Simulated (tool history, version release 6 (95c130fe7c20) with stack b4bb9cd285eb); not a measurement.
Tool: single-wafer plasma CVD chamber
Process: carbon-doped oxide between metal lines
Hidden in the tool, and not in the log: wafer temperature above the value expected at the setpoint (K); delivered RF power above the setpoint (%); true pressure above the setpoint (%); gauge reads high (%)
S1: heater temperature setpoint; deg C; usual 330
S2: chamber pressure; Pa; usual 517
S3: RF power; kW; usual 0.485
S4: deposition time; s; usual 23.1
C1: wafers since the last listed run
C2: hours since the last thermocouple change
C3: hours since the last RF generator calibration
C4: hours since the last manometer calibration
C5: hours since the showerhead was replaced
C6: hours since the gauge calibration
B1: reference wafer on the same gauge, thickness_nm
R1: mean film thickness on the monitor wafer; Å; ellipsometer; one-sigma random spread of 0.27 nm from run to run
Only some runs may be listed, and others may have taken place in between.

run   hour   S1   S2     S3    S4   C1      C2      C3     C4      C5     C6       B1       R1
  1    0.0  330  517  0.485  23.1    0  1759.8  1512.3   34.5  3660.3  633.6  134.053  1208.86
  2   29.0  330  517  0.485  23.1  756  1788.8  1541.3   63.5  3689.3  662.6  134.073  1206.82
  3   50.4  330  517  0.485  23.1  557  1810.2  1562.7   84.9  3710.7  684.0  133.855  1203.86
  4   74.8  330  517  0.410  23.1  636  1834.6  1587.1  109.3  3735.1  708.4  133.890  1071.53
      96.2  -- RF generator calibrated
     100.0  -- showerhead replaced
  5  100.5  330  517  0.410  23.1  361  1860.3     4.3  135.0     0.5  734.1  134.011  1073.06
  6  114.3  323  517  0.485  21.1  359  1874.1    18.1  148.8    14.3  747.9  133.913  1132.95
  7  126.4  336  573  0.485  23.1  315  1886.2    30.2  160.9    26.4  760.0  133.890  1192.36
  8  156.9  322  517  0.440  25.5  795  1916.7    60.7  191.4    56.9  790.5  134.020  1285.27
  9  175.3  339  480  0.450  26.0  479  1935.1    79.1  209.8    75.3  808.9  133.945  1234.35
 10  199.6  330  517  0.485  24.4  633  1959.4   103.4  234.1    99.6  833.2  133.965  1275.73
 11  217.2  330  517  0.485  23.1  458  1977.0   121.0  251.7   117.2  850.8  133.986  1206.66
     219.6  -- gauge calibrated
 12  244.7  330  517  0.485  23.1  717  2004.5   148.5  279.2   144.7   25.1  134.080  1203.38
 13  265.4  330  517  0.535  24.7  539  2025.2   169.2  299.9   165.4   45.8  134.042  1367.09
 14  279.9  330  599  0.485  23.1  378  2039.7   183.7  314.4   179.9   60.3  133.925  1222.14
     304.2  -- thermocouple changed; heater temperature recalibrated
 15  304.7  330  517  0.575  25.6  438     0.5   208.5  339.2   204.7   85.1  133.965  1504.14
 16  314.9  330  517  0.485  23.1  265    10.7   218.7  349.4   214.9   95.3  133.949  1225.99
 17  334.2  330  517  0.560  23.1  503    30.0   238.0  368.7   234.2  114.6  133.971  1338.70
 18  352.1  330  517  0.485  23.1  466    47.9   255.9  386.6   252.1  132.5  133.992  1226.31
 19  384.3  330  517  0.540  20.7  839    80.1   288.1  418.8   284.3  164.7  134.013  1175.96
 20  408.9  330  517  0.485  23.1  641   104.7   312.7  443.4   308.9  189.3  134.046  1224.75
 21  436.1  324  517  0.485  21.6  709   131.9   339.9  470.6   336.1  216.5  133.962  1170.90
 22  450.2  341  517  0.485  23.1  367   146.0   354.0  484.7   350.2  230.6  134.094  1174.44
 23  480.8  330  423  0.465  23.1  797   176.6   384.6  515.3   380.8  261.2  134.004  1172.38
 24  497.3  344  429  0.485  26.4  430   193.1   401.1  531.8   397.3  277.7  133.966  1302.14
 25  511.7  343  517  0.450  23.1  375   207.5   415.5  546.2   411.7  292.1  134.046  1108.15
 26  544.6  330  517  0.485  23.1  857   240.4   448.4  579.1   444.6  325.0  134.070  1218.94
 27  563.5  322  517  0.485  21.3  492   259.3   467.3  598.0   463.5  343.9  133.998  1162.01
 28  587.6  342  517  0.485  23.1  628   283.4   491.4  622.1   487.6  368.0  133.869  1165.48
 29  617.2  338  517  0.485  26.0  771   313.0   521.0  651.7   517.2  397.6  133.972  1327.78
 30  646.8  316  573  0.510  21.4  771   342.6   550.6  681.3   546.8  427.2  134.068  1250.04

State the hidden condition of the tool at each of the runs:
delivered RF power above the setpoint (%): 0, the same for each run
true pressure above the setpoint (%): 0, the same for each run
gauge reads high (%): 0, the same for each run
H1: wafer temperature above the value expected at the setpoint (K)
run     H1
  1   5.53
  2   5.55
  3   5.57
  4   5.58
  5    5.6
  6   5.61
  7   5.62
  8   5.64
  9   5.65
 10   5.67
 11   5.68
 12    5.7
 13   5.71
 14   5.72
 15  0.773
 16  0.857
 17   1.01
 18   1.15
 19    1.4
 20   1.58
 21   1.77
 22   1.87
 23   2.07
 24   2.18
 25   2.27
 26   2.48
 27   2.59
 28   2.73
 29   2.89
 30   3.05

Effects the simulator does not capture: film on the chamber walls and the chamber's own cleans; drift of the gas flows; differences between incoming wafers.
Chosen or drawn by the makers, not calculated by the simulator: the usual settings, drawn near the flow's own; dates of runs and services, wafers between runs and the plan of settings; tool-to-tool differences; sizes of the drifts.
